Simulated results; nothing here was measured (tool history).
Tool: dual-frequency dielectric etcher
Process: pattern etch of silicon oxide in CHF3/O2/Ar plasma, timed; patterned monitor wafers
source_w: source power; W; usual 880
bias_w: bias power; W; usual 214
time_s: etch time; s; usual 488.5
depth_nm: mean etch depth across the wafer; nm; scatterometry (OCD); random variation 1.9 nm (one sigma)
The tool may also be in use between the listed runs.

run   hour  source_w  bias_w  time_s  read-back reference wafer on the same gauge, depth_nm  depth_nm
  1    0.0       880     230   488.5                                                 1110.3    1353.2
  2    9.9       880     214   488.5                                                 1109.8    1326.0
  3   16.9       880     214   488.5                                                 1110.1    1328.2
      45.1  -- bias power generator calibrated
      49.8  -- wet clean of the chamber
  4   50.3       880     214   488.5                                                 1109.6    1259.5
  5   50.7       880     214   488.5                                                 1109.3    1259.5
  6   53.2      1030     214   488.5                                                 1110.1    1348.2
      61.4  -- gauge calibrated
      83.5  -- upper electrode replaced
  7   84.0       880     214   488.5                                                 1110.6    1261.0
  8   84.5       880     264   488.5                                                 1110.2    1336.6
  9   84.9       780     214   559.0                                                 1110.8    1369.3
 10   96.4       880     214   488.5                                                 1110.0    1263.1
     105.8  -- source power generator calibrated
 11  106.3      1090     214   537.0                                                 1110.0    1533.6
 12  116.0       880     249   584.0                                                 1109.9    1574.5
 13  126.8       780     192   575.5                                                 1109.6    1372.9
 14  134.7       770     214   488.5                                                 1109.9    1193.1

5 ways to go on from here, each from the tool as it stands after run 14. What would each give?
  A  135.3       880     214   488.5                                                      ?         ?
  B  135.3       880     244   488.5                                                      ?         ?
  C  135.3       880     214   598.5                                                      ?         ?
  D  135.3       760     214   488.5                                                      ?         ?
  E  135.3       710     264   488.5                                                      ?         ?

run  read-back reference wafer on the same gauge, depth_nm  depth_nm
  A                                                 1110.7    1270.6
  B                                                 1110.7    1316.5
  C                                                 1110.7    1556.8
  D                                                 1110.7    1187.5
  E                                                 1110.7    1219.2
Without the tool's hidden state the same runs would have given:
run  depth_nm
  A    1259.9
  B    1305.4
  C    1543.6
  D    1177.5
  E    1208.9
